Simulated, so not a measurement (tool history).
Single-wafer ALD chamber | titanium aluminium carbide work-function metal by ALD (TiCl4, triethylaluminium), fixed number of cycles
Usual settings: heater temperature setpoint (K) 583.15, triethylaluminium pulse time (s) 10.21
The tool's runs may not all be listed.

| run | hour | heater temperature setpoint (K) | triethylaluminium pulse time (s) | read-back reference wafer on the same gauge, thickness_nm | mean film thickness on the monitor wafer (angstrom) |
|---|---|---|---|---|---|
| 1 | 0 | 583.15 | 10.21 | 1.901 | 20.46 |
| 2 | 40.1 | 583.15 | 10.21 | 1.9 | 20.59 |
| 3 | 88.8 | 571.15 | 12.97 | 1.899 | 19.83 |
|  | 135.1 | triethylaluminium bottle replaced |
| 4 | 135.6 | 571.15 | 12.97 | 1.899 | 19.73 |
| 5 | 195.1 | 583.15 | 10.21 | 1.901 | 20.49 |
| 6 | 256.8 | 583.15 | 10.21 | 1.899 | 20.53 |
| 7 | 286.7 | 583.15 | 10.21 | 1.901 | 20.51 |
| 8 | 350.7 | 583.15 | 10.21 | 1.898 | 20.49 |
| 9 | 513.3 | 583.15 | 10.21 | 1.899 | 20.51 |
| 10 | 579.3 | 583.15 | 10.21 | 1.901 | 20.42 |
| 11 | 649.8 | 583.15 | 10.21 | 1.9 | 20.47 |
| 12 | 704.7 | 583.15 | 10.21 | 1.901 | 20.56 |
|  | 751.7 | gauge calibrated |
| 13 | 763.1 | 583.15 | 12.67 | 1.899 | 20.88 |
|  | 787.9 | showerhead replaced |
| 14 | 795.9 | 577.15 | 13.01 | 1.9 | 20.38 |
| 15 | 855.5 | 583.15 | 13.56 | 1.901 | 20.99 |
| 16 | 885.1 | 578.15 | 10.21 | 1.9 | 20.04 |
| 17 | 949.9 | 583.15 | 10.21 | 1.901 | 20.35 |
|  | 1081.8 | thermocouple changed; heater temperature recalibrated |
|  | 1130 | triethylaluminium bottle replaced |
| 18 | 1138.7 | 576.15 | 10.21 | 1.901 | 19.84 |
| 19 | 1168.4 | 575.15 | 10.21 | 1.9 | 19.78 |
| 20 | 1211.4 | 598.15 | 7.25 | 1.902 | 19.97 |
| 21 | 1241.8 | 583.15 | 10.21 | 1.902 | 20.32 |
| 22 | 1283.3 | 590.15 | 6.19 | 1.9 | 17.82 |
| 23 | 1348.8 | 590.15 | 6.19 | 1.901 | 17.86 |
| 24 | 1380.5 | 583.15 | 10.21 | 1.901 | 20.53 |
| 25 | 1414.7 | 587.15 | 9 | 1.9 | 20.38 |
| 26 | 1444.4 | 583.15 | 13.1 | 1.9 | 20.86 |
| 27 | 1507.6 | 583.15 | 6.98 | 1.9 | 18.24 |
| 28 | 1546.5 | 597.15 | 7.14 | 1.899 | 19.75 |
| 29 | 1591.9 | 574.15 | 12.81 | 1.901 | 20 |
| 30 | 1651 | 578.15 | 11.91 | 1.9 | 20.44 |
| 31 | 1681.2 | 583.15 | 10.21 | 1.899 | 20.45 |
| 32 | 1751.4 | 573.15 | 12.54 | 1.901 | 19.92 |
| 33 | 1821.6 | 575.15 | 13.83 | 1.9 | 20.13 |

Forecast each of these 4 alternatives for the next run:
| A | 1822 | 583.15 | 10.21 | ? | ? |
| B | 1822 | 576.15 | 13.99 | ? | ? |
| C | 1822 | 596.15 | 6.74 | ? | ? |
| D | 1822 | 583.15 | 12.59 | ? | ? |

| run | read-back reference wafer on the same gauge, thickness_nm | mean film thickness on the monitor wafer (angstrom) |
|---|---|---|
| A | 1.9 | 20.48 |
| B | 1.9 | 20.32 |
| C | 1.9 | 19.18 |
| D | 1.9 | 20.89 |
Without the tool's hidden state the same runs would have given:
| run | mean film thickness on the monitor wafer (angstrom) |
|---|---|
| A | 20.48 |
| B | 20.32 |
| C | 19.18 |
| D | 20.89 |

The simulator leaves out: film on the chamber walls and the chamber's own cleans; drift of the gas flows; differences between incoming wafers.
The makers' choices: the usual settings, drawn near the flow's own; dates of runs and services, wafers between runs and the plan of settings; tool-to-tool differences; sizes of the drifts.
